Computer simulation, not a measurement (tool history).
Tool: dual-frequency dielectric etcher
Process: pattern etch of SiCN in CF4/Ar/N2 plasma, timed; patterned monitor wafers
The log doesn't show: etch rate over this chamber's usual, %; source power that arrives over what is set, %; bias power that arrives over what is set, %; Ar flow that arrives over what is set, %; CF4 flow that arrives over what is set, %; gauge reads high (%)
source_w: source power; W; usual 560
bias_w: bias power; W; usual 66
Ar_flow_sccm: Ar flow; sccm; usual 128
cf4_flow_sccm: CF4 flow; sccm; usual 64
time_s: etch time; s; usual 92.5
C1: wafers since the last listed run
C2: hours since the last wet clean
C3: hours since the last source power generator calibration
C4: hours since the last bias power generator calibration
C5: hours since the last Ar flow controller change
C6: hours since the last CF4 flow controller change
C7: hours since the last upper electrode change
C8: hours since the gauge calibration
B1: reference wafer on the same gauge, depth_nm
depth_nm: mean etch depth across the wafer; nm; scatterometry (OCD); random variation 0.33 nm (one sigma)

run 1 hour=0.0 | source_w=560 bias_w=66 Ar_flow_sccm=110 cf4_flow_sccm=64 time_s=113.5 | C1=0 C2=562.6 C3=12.8 C4=93.2 C5=2159.2 C6=475.7 C7=2355.5 C8=1937.5 | B1=97.2 | depth_nm=99.0
-- hour=89.0 gauge calibrated
-- hour=90.8 wet clean of the chamber
run 2 hour=91.3 | source_w=610 bias_w=66 Ar_flow_sccm=128 cf4_flow_sccm=64 time_s=92.5 | C1=619 C2=0.5 C3=104.1 C4=184.5 C5=2250.5 C6=567.0 C7=2446.8 C8=2.3 | B1=97.1 | depth_nm=90.5
run 3 hour=168.7 | source_w=610 bias_w=66 Ar_flow_sccm=128 cf4_flow_sccm=64 time_s=92.5 | C1=712 C2=77.9 C3=181.5 C4=261.9 C5=2327.9 C6=644.4 C7=2524.2 C8=79.7 | B1=96.9 | depth_nm=89.3
run 4 hour=206.2 | source_w=650 bias_w=66 Ar_flow_sccm=136 cf4_flow_sccm=77 time_s=92.5 | C1=345 C2=115.4 C3=219.0 C4=299.4 C5=2365.4 C6=681.9 C7=2561.7 C8=117.2 | B1=97.0 | depth_nm=98.1
run 5 hour=299.0 | source_w=510 bias_w=74 Ar_flow_sccm=128 cf4_flow_sccm=75 time_s=92.5 | C1=854 C2=208.2 C3=311.8 C4=392.2 C5=2458.2 C6=774.7 C7=2654.5 C8=210.0 | B1=97.2 | depth_nm=79.9
-- hour=307.0 Ar flow controller replaced
run 6 hour=398.0 | source_w=560 bias_w=66 Ar_flow_sccm=128 cf4_flow_sccm=76 time_s=92.5 | C1=856 C2=307.2 C3=410.8 C4=491.2 C5=91.0 C6=873.7 C7=2753.5 C8=309.0 | B1=97.0 | depth_nm=83.4
run 7 hour=491.1 | source_w=560 bias_w=66 Ar_flow_sccm=110 cf4_flow_sccm=64 time_s=113.5 | C1=857 C2=400.3 C3=503.9 C4=584.3 C5=184.1 C6=966.8 C7=2846.6 C8=402.1 | B1=97.0 | depth_nm=101.6
run 8 hour=545.0 | source_w=560 bias_w=66 Ar_flow_sccm=128 cf4_flow_sccm=64 time_s=92.5 | C1=496 C2=454.2 C3=557.8 C4=638.2 C5=238.0 C6=1020.7 C7=2900.5 C8=456.0 | B1=97.0 | depth_nm=80.5
run 9 hour=628.5 | source_w=560 bias_w=66 Ar_flow_sccm=128 cf4_flow_sccm=79 time_s=84.5 | C1=768 C2=537.7 C3=641.3 C4=721.7 C5=321.5 C6=1104.2 C7=2984.0 C8=539.5 | B1=97.0 | depth_nm=75.8
run 10 hour=672.4 | source_w=560 bias_w=66 Ar_flow_sccm=128 cf4_flow_sccm=72 time_s=92.5 | C1=404 C2=581.6 C3=685.2 C4=765.6 C5=365.4 C6=1148.1 C7=3027.9 C8=583.4 | B1=97.0 | depth_nm=80.6
run 11 hour=715.2 | source_w=560 bias_w=66 Ar_flow_sccm=128 cf4_flow_sccm=70 time_s=92.5 | C1=394 C2=624.4 C3=728.0 C4=808.4 C5=408.2 C6=1190.9 C7=3070.7 C8=626.2 | B1=97.0 | depth_nm=80.7
run 12 hour=766.4 | source_w=430 bias_w=79 Ar_flow_sccm=128 cf4_flow_sccm=59 time_s=99.5 | C1=471 C2=675.6 C3=779.2 C4=859.6 C5=459.4 C6=1242.1 C7=3121.9 C8=677.4 | B1=97.0 | depth_nm=68.9
-- hour=793.5 wet clean of the chamber
-- hour=816.4 upper electrode replaced
run 13 hour=862.8 | source_w=560 bias_w=60 Ar_flow_sccm=128 cf4_flow_sccm=64 time_s=92.5 | C1=455 C2=69.3 C3=875.6 C4=956.0 C5=555.8 C6=1338.5 C7=46.4 C8=773.8 | B1=97.0 | depth_nm=79.7
run 14 hour=915.4 | source_w=560 bias_w=66 Ar_flow_sccm=117 cf4_flow_sccm=64 time_s=101.5 | C1=484 C2=121.9 C3=928.2 C4=1008.6 C5=608.4 C6=1391.1 C7=99.0 C8=826.4 | B1=96.9 | depth_nm=91.3
run 15 hour=975.3 | source_w=560 bias_w=66 Ar_flow_sccm=108 cf4_flow_sccm=64 time_s=92.5 | C1=551 C2=181.8 C3=988.1 C4=1068.5 C5=668.3 C6=1451.0 C7=158.9 C8=886.3 | B1=96.9 | depth_nm=83.1
run 16 hour=1046.2 | source_w=560 bias_w=66 Ar_flow_sccm=159 cf4_flow_sccm=64 time_s=92.5 | C1=652 C2=252.7 C3=1059.0 C4=1139.4 C5=739.2 C6=1521.9 C7=229.8 C8=957.2 | B1=97.1 | depth_nm=78.4

The next listed run, before its measurement:
run 17 hour=1121.6 | source_w=560 bias_w=66 Ar_flow_sccm=152 cf4_flow_sccm=64 time_s=77.5 | C1=694 C2=328.1 C3=1134.4 C4=1214.8 C5=814.6 C6=1597.3 C7=305.2 C8=1032.6 | B1=? | depth_nm=?

{"run 17": {"B1": 97.1, "depth_nm": 65.9}}
Without the tool's hidden state the same run would have given depth_nm 67.4 nm.
